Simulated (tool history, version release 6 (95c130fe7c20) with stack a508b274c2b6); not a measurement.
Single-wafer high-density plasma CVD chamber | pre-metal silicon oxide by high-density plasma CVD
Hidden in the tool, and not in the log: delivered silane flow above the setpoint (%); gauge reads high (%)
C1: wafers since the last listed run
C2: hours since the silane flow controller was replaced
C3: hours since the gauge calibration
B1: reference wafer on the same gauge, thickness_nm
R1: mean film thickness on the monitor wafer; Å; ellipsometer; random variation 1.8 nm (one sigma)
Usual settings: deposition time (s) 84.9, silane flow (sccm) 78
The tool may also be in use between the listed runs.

run 1 day=0.000 | deposition_time_(s)=84.9 silane_flow_(sccm)=69 | C1=0 C2=4301.8 C3=745.7 | B1=682.786 | R1=5559.52
run 2 day=5.208 | deposition_time_(s)=84.9 silane_flow_(sccm)=78 | C1=1040 C2=4426.8 C3=870.7 | B1=683.099 | R1=6281.34
run 3 day=7.450 | deposition_time_(s)=84.9 silane_flow_(sccm)=78 | C1=447 C2=4480.6 C3=924.5 | B1=682.873 | R1=6255.04
run 4 day=9.712 | deposition_time_(s)=84.9 silane_flow_(sccm)=78 | C1=451 C2=4534.9 C3=978.8 | B1=682.418 | R1=6277.36
run 5 day=11.825 | deposition_time_(s)=84.9 silane_flow_(sccm)=78 | C1=422 C2=4585.6 C3=1029.5 | B1=683.117 | R1=6310.77
-- day=13.758 silane flow controller replaced
-- day=14.079 gauge calibrated
run 6 day=14.458 | deposition_time_(s)=84.9 silane_flow_(sccm)=78 | C1=459 C2=16.8 C3=9.1 | B1=682.780 | R1=6670.75
run 7 day=16.283 | deposition_time_(s)=84.9 silane_flow_(sccm)=78 | C1=364 C2=60.6 C3=52.9 | B1=683.204 | R1=6699.25
run 8 day=20.662 | deposition_time_(s)=84.9 silane_flow_(sccm)=78 | C1=874 C2=165.7 C3=158.0 | B1=682.364 | R1=6642.05
run 9 day=21.683 | deposition_time_(s)=84.9 silane_flow_(sccm)=78 | C1=203 C2=190.2 C3=182.5 | B1=683.277 | R1=6671.27
run 10 day=23.488 | deposition_time_(s)=71.8 silane_flow_(sccm)=66 | C1=360 C2=233.5 C3=225.8 | B1=683.360 | R1=4744.46
run 11 day=25.346 | deposition_time_(s)=84.9 silane_flow_(sccm)=78 | C1=371 C2=278.1 C3=270.4 | B1=683.397 | R1=6630.04
run 12 day=27.296 | deposition_time_(s)=68.4 silane_flow_(sccm)=63 | C1=389 C2=324.9 C3=317.2 | B1=683.275 | R1=4335.93
run 13 day=29.833 | deposition_time_(s)=84.9 silane_flow_(sccm)=83 | C1=506 C2=385.8 C3=378.1 | B1=683.396 | R1=7083.22
run 14 day=32.600 | deposition_time_(s)=84.9 silane_flow_(sccm)=90 | C1=552 C2=452.2 C3=444.5 | B1=683.148 | R1=7665.98
run 15 day=35.454 | deposition_time_(s)=71.8 silane_flow_(sccm)=78 | C1=570 C2=520.7 C3=513.0 | B1=683.752 | R1=5608.35
run 16 day=37.629 | deposition_time_(s)=76.4 silane_flow_(sccm)=74 | C1=434 C2=572.9 C3=565.2 | B1=683.280 | R1=5635.86
run 17 day=39.542 | deposition_time_(s)=84.9 silane_flow_(sccm)=78 | C1=382 C2=618.8 C3=611.1 | B1=682.383 | R1=6627.29
run 18 day=42.025 | deposition_time_(s)=70.1 silane_flow_(sccm)=89 | C1=496 C2=678.4 C3=670.7 | B1=683.499 | R1=6219.58
run 19 day=43.912 | deposition_time_(s)=94.8 silane_flow_(sccm)=78 | C1=377 C2=723.7 C3=716.0 | B1=683.281 | R1=7387.43

Measured less the same run without the tool's hidden state. The same run-to-run variation is in both; the gauge's scatter may not be:
run=1 R1=-302.84
run=2 R1=-353.06
run=3 R1=-356.26
run=4 R1=-362.29
run=5 R1=-368.68
run=6 R1=+29.40
run=7 R1=+25.90
run=8 R1=+17.03
run=9 R1=+15.07
run=10 R1=+8.16
run=11 R1=+7.73
run=12 R1=+2.54
run=13 R1=-1.24
run=14 R1=-7.69
run=15 R1=-10.43
run=16 R1=-14.17
run=17 R1=-20.47
run=18 R1=-23.87
run=19 R1=-32.57
